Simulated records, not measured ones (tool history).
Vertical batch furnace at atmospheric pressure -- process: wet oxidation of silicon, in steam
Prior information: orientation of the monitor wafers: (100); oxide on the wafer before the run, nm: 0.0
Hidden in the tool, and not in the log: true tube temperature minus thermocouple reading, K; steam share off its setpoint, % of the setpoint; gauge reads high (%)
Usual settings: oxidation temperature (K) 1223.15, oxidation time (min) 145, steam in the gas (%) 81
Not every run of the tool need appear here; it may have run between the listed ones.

run,hour,oxidation temperature (K),oxidation time (min),steam in the gas (%),wafers since the last listed run,hours since the last temperature calibration,hours since the steam generator was serviced,hours since the gauge calibration,"read-back reference wafer on the same gauge, thickness",oxide thickness on the monitor wafer (angstrom)
1,0,1223.15,145,81,0,2818.2,1144.1,434.1,367.27,4315.5
2,24.5,1223.15,145,81,162,2842.7,1168.6,458.6,366.9,4342.5
3,39,1223.15,145,81,96,2857.2,1183.1,473.1,366.85,4309.4
4,65.1,1223.15,145,81,173,2883.3,1209.2,499.2,366.74,4322.5
5,82.6,1223.15,128,81,116,2900.8,1226.7,516.7,367.12,3936.5
6,111.6,1223.15,128,81,192,2929.8,1255.7,545.7,366.56,3928.9
7,126.6,1223.15,145,81,99,2944.8,1270.7,560.7,366.98,4325.6
8,146.8,1223.15,145,81,134,2965,1290.9,580.9,367.3,4309
9,174.4,1223.15,145,81,183,2992.6,1318.5,608.5,366.87,4307.1
10,193.5,1223.15,145,81,127,3011.7,1337.6,627.6,366.16,4303.7
11,214.2,1223.15,145,81,137,3032.4,1358.3,648.3,367.31,4313.6
12,231.3,1230.15,145,81,113,3049.5,1375.4,665.4,366.82,4551.5
13,249,1230.15,145,81,117,3067.2,1393.1,683.1,366.13,4600.6
14,274.8,1223.15,145,81,171,3093,1418.9,708.9,366.76,4314.7
# hour 309.5: steam generator serviced
15,345.9,1223.15,145,81,313,3164.1,36.4,780,366.55,4298
16,369.1,1223.15,145,81,154,3187.3,59.6,803.2,367.49,4329.2
17,389.6,1211.15,145,81,136,3207.8,80.1,823.7,366.94,3896.1
18,418.5,1206.15,145,81,192,3236.7,109,852.6,366.76,3760.5
# hour 441.5: gauge calibrated
19,475.5,1223.15,171,90,379,3293.7,166,34,367.33,5243.4
20,498.3,1247.15,169,70,151,3316.5,188.8,56.8,367.7,5204.8
21,516.6,1223.15,77,81,121,3334.8,207.1,75.1,366.62,2674.7
22,544.3,1208.15,181.5,75,184,3362.5,234.8,102.8,367.19,4243
23,557.8,1242.15,145,81,89,3376,248.3,116.3,366.47,5034.9
24,569.1,1199.15,145,73,75,3387.3,259.6,127.6,367.16,3224.9
25,592.4,1223.15,145,81,154,3410.6,282.9,150.9,367.24,4322.7
# hour 619.1: thermocouples replaced and temperature profile calibrated
26,619.6,1238.15,145,81,21,0.5,310.1,178.1,367.05,4853.5
27,631.8,1245.15,176,91,81,12.7,322.3,190.3,366.98,6293.5
28,656.9,1200.15,124,86,166,37.8,347.4,215.4,366.66,3297.2
29,675.7,1223.15,104.5,81,125,56.6,366.2,234.2,366.95,3392.3
30,755.9,1223.15,145,81,533,136.8,446.4,314.4,366.86,4336.3
31,779,1223.15,145,86,153,159.9,469.5,337.5,367.64,4514.9
32,791.6,1223.15,206.5,90,83,172.5,482.1,350.1,367.05,5973.8
33,819.5,1243.15,102,70,185,200.4,510,378,367.12,3575.5
34,840.9,1199.15,212.5,81,142,221.8,531.4,399.4,366.54,4696.5
35,862.4,1223.15,145,81,142,243.3,552.9,420.9,366.69,4307.8
36,884.8,1223.15,145,81,148,265.7,575.3,443.3,366.91,4321.2
37,899.9,1241.15,124,75,100,280.8,590.4,458.4,367.09,4226.5
38,911.2,1240.15,197.5,84,75,292.1,601.7,469.7,366.75,6244.7
39,921.6,1233.15,211,89,69,302.5,612.1,480.1,367.01,6445.3

Branching from run 39: 3 alternative next runs. What would each branch give?
A,928.7,1223.15,145,92,47,309.6,619.2,487.2,?,?
B,928.7,1248.15,167,71,47,309.6,619.2,487.2,?,?
C,928.7,1199.15,145,74,47,309.6,619.2,487.2,?,?

run,"read-back reference wafer on the same gauge, thickness",oxide thickness on the monitor wafer (angstrom)
A,367.15,4753.4
B,367.15,5292.2
C,367.15,3286.9
Had the tool no hidden state, the same runs would have come out as:
run,oxide thickness on the monitor wafer (angstrom)
A,4753.4
B,5292.2
C,3286.9
